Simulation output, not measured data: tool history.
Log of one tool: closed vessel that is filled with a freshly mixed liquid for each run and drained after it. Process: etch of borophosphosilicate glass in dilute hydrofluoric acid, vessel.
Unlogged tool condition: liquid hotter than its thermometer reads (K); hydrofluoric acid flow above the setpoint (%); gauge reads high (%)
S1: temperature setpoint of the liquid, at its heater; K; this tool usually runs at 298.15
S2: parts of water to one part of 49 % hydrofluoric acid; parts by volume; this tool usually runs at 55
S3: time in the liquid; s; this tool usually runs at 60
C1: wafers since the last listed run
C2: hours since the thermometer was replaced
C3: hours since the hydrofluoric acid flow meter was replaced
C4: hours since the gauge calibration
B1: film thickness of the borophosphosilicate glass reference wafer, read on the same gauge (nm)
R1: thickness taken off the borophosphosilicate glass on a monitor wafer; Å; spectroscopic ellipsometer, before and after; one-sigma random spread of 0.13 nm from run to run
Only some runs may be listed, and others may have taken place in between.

run	hour	S1	S2	S3	C1	C2	C3	C4	B1	R1
1	0	298.15	55	60	0	503.4	956.5	1065.5	120	349.5
2	49.6	298.15	55	60	5256	553	1006.1	1115.1	120.02	351.9
3	138.2	298.15	55	60	9389	641.6	1094.7	1203.7	120.01	349.7
4	187.5	298.15	55	60	5224	690.9	1144	1253	120	349.6
5	227.4	298.15	55	60	4228	730.8	1183.9	1292.9	120.02	350.4
6	324.5	298.15	55	60	10290	827.9	1281	1390	120	350.5
7	403.6	298.15	55	60	8383	907	1360.1	1469.1	119.99	354
8	499.8	294.65	55	75	10195	1003.2	1456.3	1565.3	120.01	381.9
9	596	294.65	55	75	10195	1099.4	1552.5	1661.5	120	381.7
10	641.1	298.15	55	60	4779	1144.5	1597.6	1706.6	120.01	355.2
11	715.6	298.15	55	60	7895	1219	1672.1	1781.1	119.99	354.9
12	823	298.15	55	75	11382	1326.4	1779.5	1888.5	120.02	445.8
13	877.7	298.15	55	60	5797	1381.1	1834.2	1943.2	119.99	355
14	915.1	298.15	55	60	3963	1418.5	1871.6	1980.6	120.02	357.5
15	988.7	298.15	55	60	7800	1492.1	1945.2	2054.2	120	358.7
16	1042.5	300.65	35	45	5701	1545.9	1999	2108	119.98	479.6
# hour 1113.2: thermometer replaced
17	1129.6	301.65	70	30	9124	16.4	2086.1	2195.1	120.02	158.2
# hour 1196.2: gauge calibrated
18	1210.5	294.65	45	30	8573	97.3	2167	14.3	119.97	193.5
19	1306.2	293.65	65	35	10142	193	2262.7	110	120.02	145.2
20	1378.9	300.15	55	35	7704	265.7	2335.4	182.7	120.01	227
# hour 1410.9: hydrofluoric acid flow meter replaced
21	1457.2	295.65	65	60	8192	344	46.3	261	119.99	258.4
22	1728.8	298.15	55	60	28784	615.6	317.9	532.6	120.01	344.4
23	1802.5	301.65	70	30	7810	689.3	391.6	606.3	120.02	151.4
24	1898.8	293.15	45	75	10206	785.6	487.9	702.6	120.01	433.5
25	1986.4	293.65	55	35	9283	873.2	575.5	790.2	120.02	167.3
26	2075	300.15	70	30	9389	961.8	664.1	878.8	120.02	144.4
27	2140.3	298.15	55	30	6920	1027.1	729.4	944.1	120	174.4
28	2235.2	293.15	45	75	10057	1122	824.3	1039	120	437.6
29	2328.1	300.15	55	60	9845	1214.9	917.2	1131.9	120	380.4
30	2390.2	294.65	25	60	6581	1277	979.3	1194	120	695.8
31	2446.9	298.15	55	60	6009	1333.7	1036	1250.7	120	349.5
32	2493.9	298.15	55	60	4981	1380.7	1083	1297.7	119.96	347.8
33	2564.4	298.15	55	60	7471	1451.2	1153.5	1368.2	120	348.8

What if the next run were any one of these 3? Each begins from the tool's condition after run 33:
A	2565.1	298.15	55	40	74	1451.9	1154.2	1368.9	?	?
B	2565.1	295.15	70	30	74	1451.9	1154.2	1368.9	?	?
C	2565.1	303.15	40	75	74	1451.9	1154.2	1368.9	?	?

run	B1	R1
A	120.02	233.8
B	120.02	119.6
C	120.02	752.8
Stripped of hidden state, with their random variation kept, the same runs would have yielded:
run	R1
A	227
B	116
C	730.9
